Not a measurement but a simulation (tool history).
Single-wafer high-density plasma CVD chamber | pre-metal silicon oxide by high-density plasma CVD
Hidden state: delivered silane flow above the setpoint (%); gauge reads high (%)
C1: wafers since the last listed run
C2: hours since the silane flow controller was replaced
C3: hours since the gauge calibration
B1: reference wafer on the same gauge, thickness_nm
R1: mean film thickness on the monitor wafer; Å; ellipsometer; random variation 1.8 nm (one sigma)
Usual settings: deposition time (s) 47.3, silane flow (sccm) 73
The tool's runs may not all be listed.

run 1 day=0.000 | deposition_time_(s)=47.3 silane_flow_(sccm)=73 | C1=0 C2=2185.4 C3=70.6 | B1=419.028 | R1=3535.27
run 2 day=1.096 | deposition_time_(s)=47.3 silane_flow_(sccm)=78 | C1=836 C2=2211.7 C3=96.9 | B1=417.771 | R1=3782.99
run 3 day=2.425 | deposition_time_(s)=47.3 silane_flow_(sccm)=73 | C1=1014 C2=2243.6 C3=128.8 | B1=417.445 | R1=3542.40
run 4 day=3.354 | deposition_time_(s)=47.3 silane_flow_(sccm)=73 | C1=709 C2=2265.9 C3=151.1 | B1=416.623 | R1=3550.31
run 5 day=3.967 | deposition_time_(s)=47.3 silane_flow_(sccm)=73 | C1=467 C2=2280.6 C3=165.8 | B1=415.090 | R1=3529.73
run 6 day=4.621 | deposition_time_(s)=47.3 silane_flow_(sccm)=73 | C1=499 C2=2296.3 C3=181.5 | B1=415.059 | R1=3524.20
run 7 day=5.938 | deposition_time_(s)=54.5 silane_flow_(sccm)=70 | C1=1004 C2=2327.9 C3=213.1 | B1=413.840 | R1=3910.01
run 8 day=7.396 | deposition_time_(s)=54.5 silane_flow_(sccm)=70 | C1=1113 C2=2362.9 C3=248.1 | B1=413.020 | R1=3880.92
run 9 day=8.300 | deposition_time_(s)=54.5 silane_flow_(sccm)=70 | C1=690 C2=2384.6 C3=269.8 | B1=413.144 | R1=3884.93
run 10 day=9.292 | deposition_time_(s)=49.4 silane_flow_(sccm)=73 | C1=756 C2=2408.4 C3=293.6 | B1=411.778 | R1=3677.36
run 11 day=10.554 | deposition_time_(s)=49.4 silane_flow_(sccm)=73 | C1=963 C2=2438.7 C3=323.9 | B1=412.466 | R1=3669.37
run 12 day=11.983 | deposition_time_(s)=49.4 silane_flow_(sccm)=73 | C1=1090 C2=2473.0 C3=358.2 | B1=410.912 | R1=3621.11
-- day=16.367 silane flow controller replaced
run 13 day=16.388 | deposition_time_(s)=52.5 silane_flow_(sccm)=78 | C1=3107 C2=0.5 C3=463.9 | B1=410.119 | R1=4102.94
run 14 day=16.908 | deposition_time_(s)=52.5 silane_flow_(sccm)=78 | C1=397 C2=13.0 C3=476.4 | B1=410.371 | R1=4107.70
run 15 day=17.525 | deposition_time_(s)=52.5 silane_flow_(sccm)=78 | C1=470 C2=27.8 C3=491.2 | B1=408.709 | R1=4110.79
run 16 day=18.604 | deposition_time_(s)=47.3 silane_flow_(sccm)=73 | C1=823 C2=53.7 C3=517.1 | B1=408.770 | R1=3461.19
run 17 day=19.133 | deposition_time_(s)=47.3 silane_flow_(sccm)=73 | C1=403 C2=66.4 C3=529.8 | B1=408.674 | R1=3460.86
run 18 day=20.542 | deposition_time_(s)=47.3 silane_flow_(sccm)=73 | C1=1074 C2=100.2 C3=563.6 | B1=407.890 | R1=3497.33
run 19 day=21.875 | deposition_time_(s)=47.3 silane_flow_(sccm)=73 | C1=1017 C2=132.2 C3=595.6 | B1=408.843 | R1=3477.82
run 20 day=22.675 | deposition_time_(s)=47.3 silane_flow_(sccm)=73 | C1=610 C2=151.4 C3=614.8 | B1=408.056 | R1=3487.83
run 21 day=23.888 | deposition_time_(s)=47.3 silane_flow_(sccm)=73 | C1=925 C2=180.5 C3=643.9 | B1=407.408 | R1=3494.43
run 22 day=24.854 | deposition_time_(s)=50.7 silane_flow_(sccm)=73 | C1=737 C2=203.7 C3=667.1 | B1=407.338 | R1=3712.06
run 23 day=26.238 | deposition_time_(s)=50.7 silane_flow_(sccm)=73 | C1=1055 C2=236.9 C3=700.3 | B1=407.670 | R1=3681.59
run 24 day=29.358 | deposition_time_(s)=47.3 silane_flow_(sccm)=73 | C1=2382 C2=311.8 C3=775.2 | B1=407.757 | R1=3447.88
run 25 day=30.017 | deposition_time_(s)=53.7 silane_flow_(sccm)=73 | C1=502 C2=327.6 C3=791.0 | B1=406.678 | R1=3952.92
run 26 day=30.592 | deposition_time_(s)=47.3 silane_flow_(sccm)=73 | C1=438 C2=341.4 C3=804.8 | B1=406.714 | R1=3457.87
run 27 day=31.500 | deposition_time_(s)=53.0 silane_flow_(sccm)=73 | C1=693 C2=363.2 C3=826.6 | B1=407.011 | R1=3845.92
run 28 day=32.362 | deposition_time_(s)=43.5 silane_flow_(sccm)=82 | C1=658 C2=383.9 C3=847.3 | B1=406.627 | R1=3554.92
run 29 day=33.046 | deposition_time_(s)=47.3 silane_flow_(sccm)=73 | C1=521 C2=400.3 C3=863.7 | B1=407.385 | R1=3441.50
run 30 day=34.083 | deposition_time_(s)=47.3 silane_flow_(sccm)=73 | C1=791 C2=425.2 C3=888.6 | B1=406.671 | R1=3432.35
run 31 day=35.504 | deposition_time_(s)=47.3 silane_flow_(sccm)=73 | C1=1084 C2=459.3 C3=922.7 | B1=406.642 | R1=3435.00
run 32 day=36.721 | deposition_time_(s)=38.4 silane_flow_(sccm)=87 | C1=928 C2=488.5 C3=951.9 | B1=407.202 | R1=3356.98
run 33 day=38.092 | deposition_time_(s)=47.3 silane_flow_(sccm)=73 | C1=1046 C2=521.4 C3=984.8 | B1=405.179 | R1=3458.84
run 34 day=39.408 | deposition_time_(s)=47.3 silane_flow_(sccm)=73 | C1=1004 C2=553.0 C3=1016.4 | B1=406.145 | R1=3466.93
run 35 day=40.229 | deposition_time_(s)=49.8 silane_flow_(sccm)=63 | C1=626 C2=572.7 C3=1036.1 | B1=406.573 | R1=3138.30
run 36 day=41.517 | deposition_time_(s)=40.8 silane_flow_(sccm)=61 | C1=982 C2=603.6 C3=1067.0 | B1=405.591 | R1=2480.16
run 37 day=42.367 | deposition_time_(s)=47.3 silane_flow_(sccm)=73 | C1=648 C2=624.0 C3=1087.4 | B1=406.758 | R1=3454.14
-- day=43.658 gauge calibrated
run 38 day=45.454 | deposition_time_(s)=40.3 silane_flow_(sccm)=85 | C1=2356 C2=698.1 C3=43.1 | B1=426.280 | R1=3595.90
run 39 day=46.662 | deposition_time_(s)=41.0 silane_flow_(sccm)=87 | C1=922 C2=727.1 C3=72.1 | B1=424.593 | R1=3712.59
run 40 day=47.292 | deposition_time_(s)=47.3 silane_flow_(sccm)=73 | C1=480 C2=742.2 C3=87.2 | B1=424.213 | R1=3599.02
run 41 day=48.429 | deposition_time_(s)=47.3 silane_flow_(sccm)=61 | C1=868 C2=769.5 C3=114.5 | B1=422.660 | R1=2996.13
run 42 day=49.279 | deposition_time_(s)=49.7 silane_flow_(sccm)=73 | C1=648 C2=789.9 C3=134.9 | B1=421.528 | R1=3749.05
run 43 day=52.217 | deposition_time_(s)=42.3 silane_flow_(sccm)=64 | C1=2242 C2=860.4 C3=205.4 | B1=419.683 | R1=2790.00
run 44 day=53.071 | deposition_time_(s)=47.3 silane_flow_(sccm)=73 | C1=651 C2=880.9 C3=225.9 | B1=419.473 | R1=3561.56
run 45 day=53.604 | deposition_time_(s)=47.3 silane_flow_(sccm)=64 | C1=407 C2=893.7 C3=238.7 | B1=418.593 | R1=3120.49
run 46 day=55.267 | deposition_time_(s)=44.7 silane_flow_(sccm)=85 | C1=1268 C2=933.6 C3=278.6 | B1=418.036 | R1=3903.57
run 47 day=55.904 | deposition_time_(s)=39.8 silane_flow_(sccm)=68 | C1=486 C2=948.9 C3=293.9 | B1=417.606 | R1=2783.84

3 ways to go on from here, each from the tool as it stands after run 47. What would each give?
run A day=55.921 | deposition_time_(s)=47.3 silane_flow_(sccm)=73 | C1=12 C2=949.3 C3=294.3 | B1=? | R1=?
run B day=55.921 | deposition_time_(s)=54.7 silane_flow_(sccm)=63 | C1=12 C2=949.3 C3=294.3 | B1=? | R1=?
run C day=55.921 | deposition_time_(s)=44.2 silane_flow_(sccm)=77 | C1=12 C2=949.3 C3=294.3 | B1=? | R1=?

run=A B1=418.063 R1=3539.88
run=B B1=418.063 R1=3532.90
run=C B1=418.063 R1=3489.13
Without the tool's hidden state the same runs would have given:
run=A R1=3608.37
run=B R1=3601.26
run=C R1=3556.64
